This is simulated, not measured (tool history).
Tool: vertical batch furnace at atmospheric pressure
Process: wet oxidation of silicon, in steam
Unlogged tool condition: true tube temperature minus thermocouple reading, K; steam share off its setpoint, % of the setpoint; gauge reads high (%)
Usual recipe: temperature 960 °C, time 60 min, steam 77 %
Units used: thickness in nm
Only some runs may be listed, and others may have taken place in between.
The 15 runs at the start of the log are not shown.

run    hour  temperature  time  steam  wafers since the last listed run  hours since the last temperature calibration  hours since the steam generator was serviced  hours since the gauge calibration  read-back reference wafer on the same gauge, thickness  thickness
 16  1197.5          960    60     77                              1323                                         819.4                                         232.6                              332.2                                                   402.6     342.88
 17  1258.5          971    60     77                               768                                         880.4                                         293.6                              393.2                                                   401.9      366.7
 18  1322.1          960  51.5     77                               800                                           944                                         357.2                              456.8                                                  402.17     309.68
 19    1424          960    60     68                              1282                                        1045.9                                         459.1                              558.7                                                  402.24     315.84
 20  1497.5          960    60     87                               925                                        1119.4                                         532.6                              632.2                                                  402.49     369.16
 21  1597.4          960    60     77                              1257                                        1219.3                                         632.5                              732.1                                                  402.48     340.39
 22  1640.5          960    69     77                               542                                        1262.4                                         675.6                              775.2                                                  401.63     371.74
 23  1720.2          935    60     82                              1003                                        1342.1                                         755.3                              854.9                                                  401.95      299.7
 24  1814.3          960    60     77                              1184                                        1436.2                                         849.4                                949                                                  402.55      340.9
     1874.5  -- thermocouples replaced and temperature profile calibrated
 25  1881.9          969  74.5     66                               548                                           7.4                                           917                             1016.6                                                  402.71     378.59
 26    1927          951    60     77                               567                                          52.5                                         962.1                             1061.7                                                  402.13     320.56
 27  1993.7          945    90     82                               839                                         119.2                                        1028.8                             1128.4                                                  401.96     418.25
 28  2091.7          960  85.5     67                              1233                                         217.2                                        1126.8                             1226.4                                                  401.56     392.42
 29  2140.9          977    38     81                               619                                         266.4                                          1176                             1275.6                                                  401.99     296.35
 30  2206.3          960    83     77                               823                                         331.8                                        1241.4                               1341                                                   402.2     419.65
 31  2271.8          960    60     77                               824                                         397.3                                        1306.9                             1406.5                                                  402.58     340.72
 32  2363.2          951  68.5     87                              1150                                         488.7                                        1398.3                             1497.9                                                  402.27     379.03
 33    2423          960    60     66                               752                                         548.5                                        1458.1                             1557.7                                                  402.11      312.1
 34  2467.8          942  83.5     68                               564                                         593.3                                        1502.9                             1602.5                                                  402.02     344.73
 35  2543.1          975    46     77                               948                                         668.6                                        1578.2                             1677.8                                                  402.01     319.81
 36  2629.6          960    60     80                              1089                                         755.1                                        1664.7                             1764.3                                                  401.93     350.32
 37  2684.3          976  46.5     77                               688                                         809.8                                        1719.4                               1819                                                  401.64     324.09

5 ways to go on from here, each from the tool as it stands after run 37. What would each give?
  A  2689.4          960    60     77                                64                                         814.9                                        1724.5                             1824.1                                                       ?          ?
  B  2689.4          960    78     77                                64                                         814.9                                        1724.5                             1824.1                                                       ?          ?
  C  2689.4          981    60     77                                64                                         814.9                                        1724.5                             1824.1                                                       ?          ?
  D  2689.4          974    60     68                                64                                         814.9                                        1724.5                             1824.1                                                       ?          ?
  E  2689.4          948  88.5     84                                64                                         814.9                                        1724.5                             1824.1                                                       ?          ?

run  read-back reference wafer on the same gauge, thickness  thickness
  A                                                  402.37     342.11
  B                                                  402.37     404.21
  C                                                  402.37     391.33
  D                                                  402.37     346.76
  E                                                  402.37     427.82
Take away the tool's hidden state, keep each run's random variation, and the runs would have read:
run  thickness
  A     342.11
  B     404.21
  C     391.33
  D     346.76
  E     427.82
